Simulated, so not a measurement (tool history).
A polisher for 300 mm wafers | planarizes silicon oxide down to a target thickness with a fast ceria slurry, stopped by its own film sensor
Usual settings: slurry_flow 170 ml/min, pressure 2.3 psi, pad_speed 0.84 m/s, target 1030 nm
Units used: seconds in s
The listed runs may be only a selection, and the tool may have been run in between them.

run     day  slurry_flow  pressure  pad_speed  target  incoming thickness of the incoming film, nm  seconds
  1   0.000          170       2.3       0.84    1030                                       1764.1     82.7
      2.300  -- worn pad replaced by a new one
  2   4.146          170       2.3       0.84    1030                                       1754.7     81.2
  3   5.138          170       2.3       0.84    1108                                       1778.5     75.3
  4   6.583          170       2.3       0.84    1108                                       1779.5     76.9
  5   7.158          170       2.9       0.84     871                                       1753.1     80.4
  6   8.462          170       2.3       0.84     858                                       1782.3    108.4
      9.942  -- worn pad replaced by a new one
     11.350  -- slurry nozzle cleaned
  7  12.392          170       2.3       0.84     858                                       1781.2    103.1
  8  13.504          170       2.3       0.84     858                                       1773.4    105.0
  9  14.104          170       1.9       0.84    1030                                       1732.6     97.1
 10  14.929          170       1.9       0.84    1030                                       1779.1    104.6
 11  15.917          170       1.9       0.84    1030                                       1791.6    106.1
 12  16.521          170       2.5       0.84    1030                                       1789.6     81.7
 13  17.038          170       2.3       0.72    1030                                       1738.4     96.6
 14  18.117          170       2.3       0.72    1030                                       1772.6    103.0
     18.750  -- worn pad replaced by a new one
 15  19.317          170       2.3       0.84    1030                                       1753.9     79.3
 16  20.779          170       2.3       0.84    1030                                       1783.0     81.6
 17  21.992          170       2.0       0.84    1030                                       1758.0     94.4
 18  22.692          170       2.0       0.84    1030                                       1774.9     97.2
 19  23.400          120       1.7       0.58     914                                       1749.8    197.8
 20  24.067          170       2.3       0.84    1101                                       1789.6     79.1
     24.879  -- head pressure recalibrated
 21  24.900          170       2.3       0.66    1030                                       1777.2    110.6
     26.067  -- worn pad replaced by a new one
 22  26.321          170       2.9       0.84     952                                       1751.8     67.7
 23  26.967          170       2.3       0.72    1030                                       1780.4     95.5
 24  27.571          170       1.9       0.96    1194                                       1764.3     66.4
 25  28.854          170       1.6       0.84    1030                                       1795.7    121.7
 26  29.388          170       2.3       0.84    1030                                       1770.9     82.8
 27  29.946          170       2.3       1.08    1030                                       1759.2     64.0
 28  30.850          170       2.3       0.84     951                                       1761.2     92.1
 29  32.288          215       2.0       0.84     773                                       1763.2    129.6
 30  32.792          170       2.3       0.84    1030                                       1783.3     87.0
 31  33.475          170       3.0       0.84    1030                                       1799.2     68.5
     33.654  -- worn pad replaced by a new one
 32  34.221          170       2.3       0.84    1030                                       1782.0     82.5
 33  35.062          170       2.3       0.84    1030                                       1779.3     82.0
 34  35.675          185       1.9       0.74    1155                                       1739.7     87.9
 35  36.933          170       2.3       0.84    1030                                       1747.0     79.5
 36  37.504          170       2.8       0.84    1030                                       1768.8     69.2
 37  38.696          205       2.7       1.00    1030                                       1753.7     57.4

What if the next run were any one of these 4? Each begins from the tool's condition after run 37:
  A  38.712          170       2.3       1.10    1030                                       1768.0        ?
  B  38.712          225       3.1       1.12    1282                                       1768.0        ?
  C  38.712          190       1.6       0.72    1137                                       1768.0        ?
  D  38.712          170       2.3       0.84     903                                       1768.0        ?

run  seconds
  A     63.1
  B     29.1
  C    116.5
  D     96.8
What these runs would have given with no unlogged condition in the tool:
run  seconds
  A     59.3
  B     27.4
  C    109.5
  D     91.0
